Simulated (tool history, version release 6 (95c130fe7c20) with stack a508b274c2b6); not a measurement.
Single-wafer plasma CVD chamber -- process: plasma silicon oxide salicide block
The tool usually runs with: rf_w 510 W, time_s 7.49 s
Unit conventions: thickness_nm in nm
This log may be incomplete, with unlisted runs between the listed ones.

| run | hour | rf_w | time_s | read-back reference wafer on the same gauge, thickness_nm | thickness_nm |
|---|---|---|---|---|---|
| 1 | 0 | 510 | 7.49 | 75.365 | 73.958 |
| 2 | 16.4 | 510 | 7.49 | 75.39 | 73.719 |
| 3 | 29.3 | 510 | 7.49 | 75.394 | 73.627 |
| 4 | 37.3 | 570 | 7.49 | 75.398 | 76.244 |
| 5 | 54.1 | 510 | 7.49 | 75.4 | 73.866 |
| 6 | 63.8 | 510 | 7.49 | 75.395 | 73.903 |
|  | 83.9 | RF generator calibrated |
| 7 | 84.4 | 510 | 7.49 | 75.42 | 75.726 |
| 8 | 88.1 | 510 | 7.49 | 75.435 | 75.438 |
| 9 | 95.1 | 430 | 6.91 | 75.408 | 66.024 |
| 10 | 111.4 | 430 | 6.91 | 75.393 | 66.045 |

For run 11, what comes out?
| 11 | 126.2 | 410 | 7.02 | ? | ? |

{"run 11": {"read-back reference wafer on the same gauge, thickness_nm": 75.378, "thickness_nm": 65.871}}
With no hidden state in the tool, this same run would have given thickness_nm 66.552 nm.
